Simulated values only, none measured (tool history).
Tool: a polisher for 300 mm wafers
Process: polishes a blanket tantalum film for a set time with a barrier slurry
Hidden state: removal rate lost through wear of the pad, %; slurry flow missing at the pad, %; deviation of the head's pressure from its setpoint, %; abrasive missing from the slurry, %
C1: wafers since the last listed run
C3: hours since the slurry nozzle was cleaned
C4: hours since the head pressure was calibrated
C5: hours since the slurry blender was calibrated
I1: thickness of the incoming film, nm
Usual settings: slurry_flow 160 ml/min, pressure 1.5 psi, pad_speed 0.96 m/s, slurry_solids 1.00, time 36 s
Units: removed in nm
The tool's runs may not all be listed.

{"run": 1, "hour": 0.0, "slurry_flow": 160, "pressure": 1.5, "pad_speed": 0.96, "slurry_solids": 1.0, "time": 36, "C1": 0, "wafers polished on this pad": 387, "C3": 601.8, "C4": 482.0, "C5": 35.5, "I1": 406.3, "removed": 37.8}
{"run": 2, "hour": 8.0, "slurry_flow": 160, "pressure": 1.5, "pad_speed": 0.96, "slurry_solids": 1.0, "time": 36, "C1": 119, "wafers polished on this pad": 507, "C3": 609.8, "C4": 490.0, "C5": 43.5, "I1": 399.6, "removed": 37.0}
{"hour": 18.9, "done": "worn pad replaced by a new one"}
{"run": 3, "hour": 19.2, "slurry_flow": 160, "pressure": 1.5, "pad_speed": 0.96, "slurry_solids": 1.0, "time": 36, "C1": 107, "wafers polished on this pad": 4, "C3": 621.0, "C4": 501.2, "C5": 54.7, "I1": 403.7, "removed": 36.5}
{"run": 4, "hour": 25.6, "slurry_flow": 160, "pressure": 1.5, "pad_speed": 0.96, "slurry_solids": 1.0, "time": 36, "C1": 95, "wafers polished on this pad": 100, "C3": 627.4, "C4": 507.6, "C5": 61.1, "I1": 401.5, "removed": 36.3}
{"run": 5, "hour": 34.0, "slurry_flow": 160, "pressure": 1.5, "pad_speed": 0.96, "slurry_solids": 1.0, "time": 36, "C1": 125, "wafers polished on this pad": 226, "C3": 635.8, "C4": 516.0, "C5": 69.5, "I1": 403.7, "removed": 35.3}
{"run": 6, "hour": 50.7, "slurry_flow": 175, "pressure": 1.5, "pad_speed": 0.96, "slurry_solids": 1.0, "time": 36, "C1": 249, "wafers polished on this pad": 475, "C3": 652.5, "C4": 532.7, "C5": 86.2, "I1": 406.6, "removed": 35.5}
{"hour": 64.1, "done": "worn pad replaced by a new one"}
{"run": 7, "hour": 67.2, "slurry_flow": 160, "pressure": 1.5, "pad_speed": 0.96, "slurry_solids": 1.0, "time": 36, "C1": 186, "wafers polished on this pad": 46, "C3": 669.0, "C4": 549.2, "C5": 102.7, "I1": 396.8, "removed": 34.6}
{"run": 8, "hour": 77.3, "slurry_flow": 140, "pressure": 1.5, "pad_speed": 0.96, "slurry_solids": 0.85, "time": 36, "C1": 151, "wafers polished on this pad": 197, "C3": 679.1, "C4": 559.3, "C5": 112.8, "I1": 398.7, "removed": 31.1}
{"run": 9, "hour": 93.4, "slurry_flow": 160, "pressure": 1.5, "pad_speed": 1.28, "slurry_solids": 1.0, "time": 36, "C1": 240, "wafers polished on this pad": 438, "C3": 695.2, "C4": 575.4, "C5": 128.9, "I1": 399.0, "removed": 45.0}
{"hour": 100.6, "done": "slurry nozzle cleaned"}
{"hour": 101.5, "done": "head pressure recalibrated"}
{"run": 10, "hour": 102.0, "slurry_flow": 160, "pressure": 1.8, "pad_speed": 0.8, "slurry_solids": 1.0, "time": 45, "C1": 100, "wafers polished on this pad": 539, "C3": 1.4, "C4": 0.5, "C5": 137.5, "I1": 401.3, "removed": 41.3}
{"hour": 105.5, "done": "slurry blender recalibrated"}
{"hour": 110.6, "done": "worn pad replaced by a new one"}
{"run": 11, "hour": 111.1, "slurry_flow": 160, "pressure": 1.5, "pad_speed": 0.96, "slurry_solids": 1.0, "time": 36, "C1": 46, "wafers polished on this pad": 7, "C3": 10.5, "C4": 9.6, "C5": 5.6, "I1": 396.4, "removed": 37.4}
{"run": 12, "hour": 125.5, "slurry_flow": 160, "pressure": 1.5, "pad_speed": 1.06, "slurry_solids": 1.0, "time": 47, "C1": 215, "wafers polished on this pad": 222, "C3": 24.9, "C4": 24.0, "C5": 20.0, "I1": 402.9, "removed": 53.6}
{"run": 13, "hour": 135.8, "slurry_flow": 125, "pressure": 1.2, "pad_speed": 0.68, "slurry_solids": 1.3, "time": 36, "C1": 154, "wafers polished on this pad": 376, "C3": 35.2, "C4": 34.3, "C5": 30.3, "I1": 400.4, "removed": 22.0}
{"run": 14, "hour": 145.6, "slurry_flow": 200, "pressure": 2.0, "pad_speed": 1.08, "slurry_solids": 1.0, "time": 36, "C1": 146, "wafers polished on this pad": 523, "C3": 45.0, "C4": 44.1, "C5": 40.1, "I1": 397.0, "removed": 55.3}

Forecast each of these 5 alternatives for the next run:
{"run": "A", "hour": 146.0, "slurry_flow": 160, "pressure": 1.5, "pad_speed": 0.96, "slurry_solids": 1.0, "time": 36, "C1": 5, "wafers polished on this pad": 529, "C3": 45.4, "C4": 44.5, "C5": 40.5, "I1": 405.8, "removed": "?"}
{"run": "B", "hour": 146.0, "slurry_flow": 135, "pressure": 1.3, "pad_speed": 0.96, "slurry_solids": 1.1, "time": 29, "C1": 5, "wafers polished on this pad": 529, "C3": 45.4, "C4": 44.5, "C5": 40.5, "I1": 405.8, "removed": "?"}
{"run": "C", "hour": 146.0, "slurry_flow": 115, "pressure": 1.5, "pad_speed": 1.28, "slurry_solids": 1.0, "time": 36, "C1": 5, "wafers polished on this pad": 529, "C3": 45.4, "C4": 44.5, "C5": 40.5, "I1": 405.8, "removed": "?"}
{"run": "D", "hour": 146.0, "slurry_flow": 110, "pressure": 1.1, "pad_speed": 1.2, "slurry_solids": 1.0, "time": 25, "C1": 5, "wafers polished on this pad": 529, "C3": 45.4, "C4": 44.5, "C5": 40.5, "I1": 405.8, "removed": "?"}
{"run": "E", "hour": 146.0, "slurry_flow": 160, "pressure": 1.3, "pad_speed": 0.8, "slurry_solids": 1.0, "time": 36, "C1": 5, "wafers polished on this pad": 529, "C3": 45.4, "C4": 44.5, "C5": 40.5, "I1": 405.8, "removed": "?"}

run=A removed=36.7
run=B removed=25.7
run=C removed=45.7
run=D removed=21.9
run=E removed=26.7
Without the tool's hidden state the same runs would have given:
run=A removed=38.7
run=B removed=27.0
run=C removed=48.2
run=D removed=23.1
run=E removed=28.1
